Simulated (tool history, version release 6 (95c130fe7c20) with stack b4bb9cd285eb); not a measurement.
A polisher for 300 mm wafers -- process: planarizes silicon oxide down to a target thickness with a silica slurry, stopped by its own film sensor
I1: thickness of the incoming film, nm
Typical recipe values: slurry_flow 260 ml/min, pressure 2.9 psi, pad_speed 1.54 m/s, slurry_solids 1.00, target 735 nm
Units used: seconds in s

Run 1, hour 0.0: usual settings but pad_speed 1.90 m/s, target 636 nm; I1 1178.2. Result: seconds 139.7 s.
At hour 5.5: slurry nozzle cleaned.
At hour 13.4: conditioning disc replaced and pad reconditioned.
Run 2, hour 28.4: usual settings but pad_speed 1.90 m/s, target 636 nm; I1 1154.6. Result: seconds 135.2 s.
Run 3, hour 80.7: usual settings but target 776 nm; I1 1152.2. Result: seconds 115.6 s.
Run 4, hour 129.9: usual settings but target 776 nm; I1 1174.2. Result: seconds 123.6 s.
Run 5, hour 166.0: usual settings but target 776 nm; I1 1160.5. Result: seconds 121.3 s.
At hour 202.8: slurry blender recalibrated.
At hour 219.9: worn pad replaced by a new one.
Run 6, hour 227.4: usual settings but pressure 2.4 psi; I1 1153.5. Result: seconds 155.6 s.
Run 7, hour 271.4: usual settings but pressure 2.4 psi; I1 1164.3. Result: seconds 159.0 s.
At hour 311.8: slurry nozzle cleaned.
Run 8, hour 421.1: usual settings; I1 1170.4. Result: seconds 139.1 s.
At hour 431.2: head pressure recalibrated.
At hour 466.4: worn pad replaced by a new one.
Run 9, hour 472.2: usual settings; I1 1165.2. Result: seconds 144.8 s.
Run 10, hour 539.7: usual settings; I1 1143.0. Result: seconds 140.3 s.
Run 11, hour 579.5: usual settings; I1 1150.9. Result: seconds 139.3 s.
At hour 600.1: conditioning disc replaced and pad reconditioned.
At hour 624.0: slurry nozzle cleaned.
Run 12, hour 650.0: usual settings; I1 1160.0. Result: seconds 147.8 s.
Run 13, hour 683.0: usual settings but slurry_solids 0.90, target 594 nm; I1 1142.1. Result: seconds 199.1 s.
Run 14, hour 714.8: usual settings but target 661 nm; I1 1167.3. Result: seconds 177.2 s.
At hour 721.1: head pressure recalibrated, repeated, since the last time left the tool worse.
At hour 746.2: worn pad replaced by a new one.
At hour 752.4: slurry blender recalibrated.
Run 15, hour 781.3: usual settings; I1 1172.3. Result: seconds 131.2 s.
Run 16, hour 841.2: usual settings but pad_speed 1.20 m/s, slurry_solids 0.75; I1 1172.5. Result: seconds 177.9 s.
Run 17, hour 882.7: usual settings; I1 1172.1. Result: seconds 130.5 s.
Run 18, hour 915.5: usual settings; I1 1154.7. Result: seconds 130.2 s.
At hour 934.0: slurry nozzle cleaned.
Run 19, hour 955.5: usual settings but pressure 2.5 psi, pad_speed 1.04 m/s, slurry_solids 0.80, target 623 nm; I1 1163.1. Result: seconds 281.4 s.
Run 20, hour 997.3: usual settings but slurry_flow 200 ml/min, slurry_solids 1.10; I1 1144.9. Result: seconds 127.0 s.
Run 21, hour 1022.3: usual settings but slurry_solids 0.80; I1 1148.7. Result: seconds 137.8 s.
At hour 1042.8: worn pad replaced by a new one.
Run 22, hour 1048.7: usual settings; I1 1144.2. Result: seconds 125.0 s.
Run 23, hour 1077.9: usual settings but pressure 2.3 psi; I1 1144.2. Result: seconds 156.2 s.
At hour 1110.1: conditioning disc replaced and pad reconditioned.
Run 24, hour 1116.6: usual settings but slurry_flow 345 ml/min, pad_speed 2.04 m/s, slurry_solids 0.90; I1 1158.4. Result: seconds 105.6 s.
Run 25, hour 1179.8: usual settings but pressure 2.6 psi, pad_speed 1.82 m/s, slurry_solids 0.75; I1 1172.0. Result: seconds 148.3 s.
Run 26, hour 1205.2: usual settings but slurry_solids 1.15, target 838 nm; I1 1155.3. Result: seconds 93.6 s.

Branching from run 26: 3 alternative next runs. What would each branch give?
Run A, hour 1205.7: usual settings; I1 1146.6. Result: seconds ?.
Run B, hour 1205.7: usual settings but pressure 3.9 psi, target 797 nm; I1 1146.6. Result: seconds ?.
Run C, hour 1205.7: usual settings but pressure 3.4 psi, target 603 nm; I1 1146.6. Result: seconds ?.

run  seconds
  A    128.2
  B     83.3
  C    146.7
With no hidden state in the tool, these same runs would have given:
run  seconds
  A    122.2
  B     79.4
  C    139.8
